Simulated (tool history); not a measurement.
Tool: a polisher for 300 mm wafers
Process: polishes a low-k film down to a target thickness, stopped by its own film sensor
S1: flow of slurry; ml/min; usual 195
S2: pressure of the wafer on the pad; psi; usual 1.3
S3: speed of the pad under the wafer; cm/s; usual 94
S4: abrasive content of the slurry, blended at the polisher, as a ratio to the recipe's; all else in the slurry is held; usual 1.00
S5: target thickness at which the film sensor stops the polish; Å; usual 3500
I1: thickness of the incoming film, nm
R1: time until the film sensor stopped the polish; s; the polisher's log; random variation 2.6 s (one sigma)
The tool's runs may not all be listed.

| run | day | S1 | S2 | S3 | S4 | S5 | I1 | R1 |
|---|---|---|---|---|---|---|---|---|
| 1 | 0.000 | 145 | 1.3 | 94 | 1.00 | 3500 | 387.8 | 142.7 |
|  | 0.358 | slurry nozzle cleaned |
|  | 1.929 | head pressure recalibrated |
| 2 | 3.496 | 235 | 1.3 | 94 | 1.00 | 3500 | 390.9 | 138.7 |
| 3 | 6.754 | 235 | 1.3 | 94 | 1.00 | 3500 | 395.7 | 155.6 |
|  | 7.158 | worn pad replaced by a new one |
| 4 | 8.817 | 195 | 1.3 | 94 | 1.00 | 3500 | 391.7 | 144.6 |
| 5 | 10.962 | 195 | 1.3 | 94 | 1.00 | 3500 | 391.3 | 146.0 |
| 6 | 14.638 | 195 | 1.3 | 94 | 1.00 | 3500 | 388.2 | 130.1 |
| 7 | 17.829 | 195 | 1.3 | 94 | 1.00 | 3500 | 383.1 | 118.3 |
|  | 18.754 | slurry blender recalibrated |
|  | 20.321 | conditioning disc replaced and pad reconditioned |
|  | 20.783 | slurry nozzle cleaned |
|  | 21.483 | head pressure recalibrated |
| 8 | 25.175 | 195 | 1.3 | 94 | 0.75 | 3500 | 387.2 | 150.1 |
|  | 25.525 | worn pad replaced by a new one |
| 9 | 26.938 | 195 | 1.3 | 94 | 0.75 | 3500 | 398.0 | 190.6 |
| 10 | 30.462 | 195 | 1.3 | 94 | 1.15 | 3500 | 388.9 | 132.4 |
| 11 | 34.675 | 195 | 1.0 | 94 | 1.00 | 3500 | 393.3 | 207.2 |
| 12 | 38.675 | 195 | 1.3 | 72 | 1.00 | 3500 | 383.3 | 149.2 |
|  | 41.250 | slurry nozzle cleaned |
|  | 42.850 | slurry blender recalibrated |
| 13 | 43.100 | 195 | 1.3 | 94 | 1.00 | 3500 | 388.9 | 145.1 |

The next listed run, before its measurement:
|  | 43.362 | conditioning disc replaced and pad reconditioned |
|  | 44.950 | head pressure recalibrated |
| 14 | 45.208 | 235 | 1.3 | 94 | 1.00 | 3500 | 391.2 | ? |

Run 14 gave R1 142.4 s.
Without the tool's hidden state the same run would have given R1 140.9 s.
